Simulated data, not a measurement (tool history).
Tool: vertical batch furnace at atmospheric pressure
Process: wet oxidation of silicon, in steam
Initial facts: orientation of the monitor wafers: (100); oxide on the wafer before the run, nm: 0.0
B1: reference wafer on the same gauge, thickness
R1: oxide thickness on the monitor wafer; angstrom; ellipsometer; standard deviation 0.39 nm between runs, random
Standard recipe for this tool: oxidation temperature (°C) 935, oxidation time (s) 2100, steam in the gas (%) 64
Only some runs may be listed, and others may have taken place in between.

{"run": 1, "hour": 0.0, "oxidation temperature (°C)": 916, "oxidation time (s)": 1500, "steam in the gas (%)": 64, "B1": 106.52, "R1": 538.5}
{"run": 2, "hour": 103.4, "oxidation temperature (°C)": 935, "oxidation time (s)": 2100, "steam in the gas (%)": 64, "B1": 106.41, "R1": 935.9}
{"run": 3, "hour": 152.3, "oxidation temperature (°C)": 935, "oxidation time (s)": 2100, "steam in the gas (%)": 73, "B1": 106.59, "R1": 1063.3}
{"run": 4, "hour": 380.4, "oxidation temperature (°C)": 935, "oxidation time (s)": 1800, "steam in the gas (%)": 64, "B1": 106.3, "R1": 808.6}
{"run": 5, "hour": 486.0, "oxidation temperature (°C)": 935, "oxidation time (s)": 1800, "steam in the gas (%)": 64, "B1": 106.41, "R1": 814.8}
{"run": 6, "hour": 544.6, "oxidation temperature (°C)": 935, "oxidation time (s)": 1680, "steam in the gas (%)": 64, "B1": 106.55, "R1": 765.5}
{"run": 7, "hour": 633.7, "oxidation temperature (°C)": 935, "oxidation time (s)": 2100, "steam in the gas (%)": 64, "B1": 106.44, "R1": 936.6}
{"run": 8, "hour": 693.7, "oxidation temperature (°C)": 935, "oxidation time (s)": 2100, "steam in the gas (%)": 64, "B1": 106.62, "R1": 940.2}
{"run": 9, "hour": 927.0, "oxidation temperature (°C)": 935, "oxidation time (s)": 2100, "steam in the gas (%)": 69, "B1": 106.38, "R1": 998.7}
{"run": 10, "hour": 1014.6, "oxidation temperature (°C)": 921, "oxidation time (s)": 2100, "steam in the gas (%)": 73, "B1": 106.6, "R1": 892.4}
{"run": 11, "hour": 1116.6, "oxidation temperature (°C)": 935, "oxidation time (s)": 2100, "steam in the gas (%)": 64, "B1": 106.42, "R1": 975.1}
{"run": 12, "hour": 1168.8, "oxidation temperature (°C)": 914, "oxidation time (s)": 2910, "steam in the gas (%)": 55, "B1": 106.42, "R1": 881.8}
{"run": 13, "hour": 1204.9, "oxidation temperature (°C)": 935, "oxidation time (s)": 1740, "steam in the gas (%)": 58, "B1": 106.31, "R1": 756.8}
{"run": 14, "hour": 1295.8, "oxidation temperature (°C)": 935, "oxidation time (s)": 2100, "steam in the gas (%)": 64, "B1": 106.54, "R1": 967.2}
{"run": 15, "hour": 1386.9, "oxidation temperature (°C)": 935, "oxidation time (s)": 2100, "steam in the gas (%)": 64, "B1": 106.66, "R1": 976.8}
{"run": 16, "hour": 1446.8, "oxidation temperature (°C)": 935, "oxidation time (s)": 1410, "steam in the gas (%)": 54, "B1": 106.57, "R1": 578.6}
{"run": 17, "hour": 1501.3, "oxidation temperature (°C)": 935, "oxidation time (s)": 2100, "steam in the gas (%)": 64, "B1": 106.67, "R1": 977.8}
{"run": 18, "hour": 1548.7, "oxidation temperature (°C)": 951, "oxidation time (s)": 2100, "steam in the gas (%)": 64, "B1": 106.42, "R1": 1184.4}
{"run": 19, "hour": 1590.4, "oxidation temperature (°C)": 916, "oxidation time (s)": 2610, "steam in the gas (%)": 64, "B1": 106.55, "R1": 943.1}

The log once held 3 entries between its listed runs, left out of this copy. Where does each go, and what is different about the tool's unlogged condition between the listed run before it and the listed run after it?
In the gap between runs 8 and 9: gauge calibrated (hour 710.3)
  true tube temperature minus thermocouple reading, K: 2.92 -> 3.39; steam share off its setpoint, % of the setpoint: -7.72 -> -8.26
  measured result minus the result with no hidden state, R1: -36.3 -> -38.0 angstrom
In the gap between runs 10 and 11: steam generator serviced (hour 1051.7); thermocouples replaced and temperature profile calibrated (hour 1116.1)
  true tube temperature minus thermocouple reading, K: 3.57 -> 0.315; steam share off its setpoint, % of the setpoint: -8.46 -> -0.417
  measured result minus the result with no hidden state, R1: -33.4 -> +0.0 angstrom

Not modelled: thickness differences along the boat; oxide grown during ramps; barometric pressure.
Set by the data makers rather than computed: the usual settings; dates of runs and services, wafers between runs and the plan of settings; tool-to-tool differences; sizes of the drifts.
